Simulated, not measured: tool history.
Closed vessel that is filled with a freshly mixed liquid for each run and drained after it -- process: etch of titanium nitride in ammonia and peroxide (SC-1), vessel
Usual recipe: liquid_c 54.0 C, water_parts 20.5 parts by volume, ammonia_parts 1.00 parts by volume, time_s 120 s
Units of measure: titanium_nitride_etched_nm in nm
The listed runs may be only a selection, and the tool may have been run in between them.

run   hour  liquid_c  water_parts  ammonia_parts  time_s  wafers since the last listed run  hours since the thermometer was replaced  hours since the ammonia flow meter was replaced  hours since the drum of ammonia solution was connected  hours since the gauge calibration  read-back film thickness of the titanium nitride reference wafer, read on the same gauge (nm)  titanium_nitride_etched_nm
  1    0.0      61.5         20.5           1.00     120                                 0                                    1377.4                                           1875.8                                                    46.4                              621.6                                                                                          60.02                       12.30
  2    8.9      61.5         20.5           1.00     120                               687                                    1386.3                                           1884.7                                                    55.3                              630.5                                                                                          60.00                       12.34
  3   22.4      61.5         20.5           1.00     120                              1042                                    1399.8                                           1898.2                                                    68.8                              644.0                                                                                          59.99                       12.33
  4   33.5      54.0         17.5           1.00     120                               857                                    1410.9                                           1909.3                                                    79.9                              655.1                                                                                          59.99                        8.23
  5   45.0      46.0         28.0           0.50      75                               887                                    1422.4                                           1920.8                                                    91.4                              666.6                                                                                          60.01                        2.02
      50.6  -- ammonia flow meter replaced
      59.8  -- thermometer replaced
  6   61.9      54.0         20.5           1.00      90                              1150                                       2.1                                             11.3                                                   108.3                              683.5                                                                                          59.99                        5.20
  7   78.3      54.0         20.5           1.20     120                              1266                                      18.5                                             27.7                                                   124.7                              699.9                                                                                          60.00                        7.16
  8   94.9      54.0         20.5           1.00     120                              1281                                      35.1                                             44.3                                                   141.3                              716.5                                                                                          60.00                        6.95
  9  108.6      63.5         13.0           0.75      55                              1057                                      48.8                                             58.0                                                   155.0                              730.2                                                                                          59.99                        7.36
 10  144.7      60.5         20.5           0.60     120                              2787                                      84.9                                             94.1                                                   191.1                              766.3                                                                                          59.98                        9.92
 11  161.7      50.5         20.5           1.00     120                              1312                                     101.9                                            111.1                                                   208.1                              783.3                                                                                          60.00                        5.50
     163.3  -- gauge calibrated
 12  194.9      60.5         12.5           1.00     120                              2563                                     135.1                                            144.3                                                   241.3                               31.6                                                                                          60.02                       14.03
 13  202.5      51.5         20.5           1.20     120                               586                                     142.7                                            151.9                                                   248.9                               39.2                                                                                          59.99                        6.13
 14  213.0      54.0         20.5           0.85     120                               810                                     153.2                                            162.4                                                   259.4                               49.7                                                                                          59.99                        6.81
 15  222.5      49.0         26.0           1.00     140                               733                                     162.7                                            171.9                                                   268.9                               59.2                                                                                          60.00                        5.12
 16  231.9      54.0         20.5           1.00     120                               725                                     172.1                                            181.3                                                   278.3                               68.6                                                                                          60.01                        7.05
 17  241.6      48.5         20.5           1.00     120                               748                                     181.8                                            191.0                                                   288.0                               78.3                                                                                          60.01                        4.89
 18  252.1      60.5         18.0           1.20     155                               810                                     192.3                                            201.5                                                   298.5                               88.8                                                                                          59.99                       15.55
 19  259.1      45.0         12.5           0.65     120                               540                                     199.3                                            208.5                                                   305.5                               95.8                                                                                          60.00                        4.58
 20  274.1      54.0         12.5           1.20     120                              1158                                     214.3                                            223.5                                                   320.5                              110.8                                                                                          60.02                        9.38
 21  284.5      54.0         20.5           1.00     120                               802                                     224.7                                            233.9                                                   330.9                              121.2                                                                                          59.98                        7.07
 22  299.7      54.0         20.5           0.60     120                              1173                                     239.9                                            249.1                                                   346.1                              136.4                                                                                          60.01                        6.44
 23  314.6      54.0         20.5           1.00     120                              1150                                     254.8                                            264.0                                                   361.0                              151.3                                                                                          59.98                        7.08

For run 24, what comes out?
 24  323.7      54.0         20.5           1.00     120                               702                                     263.9                                            273.1                                                   370.1                              160.4                                                                                              ?                           ?

For run 24 the tool returned read-back film thickness of the titanium nitride reference wafer, read on the same gauge (nm) 59.98, titanium_nitride_etched_nm 7.10 nm.
Minus the tool's unlogged condition, the same run would have read titanium_nitride_etched_nm 6.94 nm.
